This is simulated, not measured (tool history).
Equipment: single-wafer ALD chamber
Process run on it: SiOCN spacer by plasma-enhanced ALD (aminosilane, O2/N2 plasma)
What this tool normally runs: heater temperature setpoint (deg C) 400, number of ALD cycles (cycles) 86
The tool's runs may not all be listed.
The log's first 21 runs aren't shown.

run,hour,heater temperature setpoint (deg C),number of ALD cycles (cycles),wafers since the last listed run,hours since the last thermocouple change,hours since the gauge calibration,"read-back reference wafer on the same gauge, thickness_nm",mean film thickness on the monitor wafer (angstrom)
# hour 518.6: thermocouple changed; heater temperature recalibrated
22,531.1,400,71,41,12.5,733.6,4.983,46.30
23,550.0,400,72,53,31.4,752.5,4.982,47.11
24,566.2,414,94,45,47.6,768.7,4.980,58.99
25,581.6,400,76,43,63.0,784.1,4.980,49.39
# hour 637.3: gauge calibrated
26,688.1,400,86,299,169.5,50.8,4.982,56.16
27,721.6,400,86,94,203.0,84.3,4.980,55.87
28,752.3,389,101,86,233.7,115.0,4.981,65.94
29,767.1,400,86,41,248.5,129.8,4.978,55.84
30,793.4,400,86,73,274.8,156.1,4.980,56.18
31,818.5,412,102,70,299.9,181.2,4.981,64.29
32,840.3,390,70,61,321.7,203.0,4.980,45.51
33,862.2,389,101,61,343.6,224.9,4.979,65.77
34,891.4,410,86,82,372.8,254.1,4.980,54.77

Consider 3 possible next runs. They are alternatives, not a sequence: every one starts from the tool as it was left by run 34. What does each give?
A,892.0,400,86,1,373.4,254.7,?,?
B,892.0,389,77,1,373.4,254.7,?,?
C,892.0,396,73,1,373.4,254.7,?,?

run,"read-back reference wafer on the same gauge, thickness_nm",mean film thickness on the monitor wafer (angstrom)
A,4.983,55.98
B,4.983,50.12
C,4.983,47.51
Without the tool's unlogged condition, the same runs would have read:
run,mean film thickness on the monitor wafer (angstrom)
A,55.98
B,50.12
C,47.51

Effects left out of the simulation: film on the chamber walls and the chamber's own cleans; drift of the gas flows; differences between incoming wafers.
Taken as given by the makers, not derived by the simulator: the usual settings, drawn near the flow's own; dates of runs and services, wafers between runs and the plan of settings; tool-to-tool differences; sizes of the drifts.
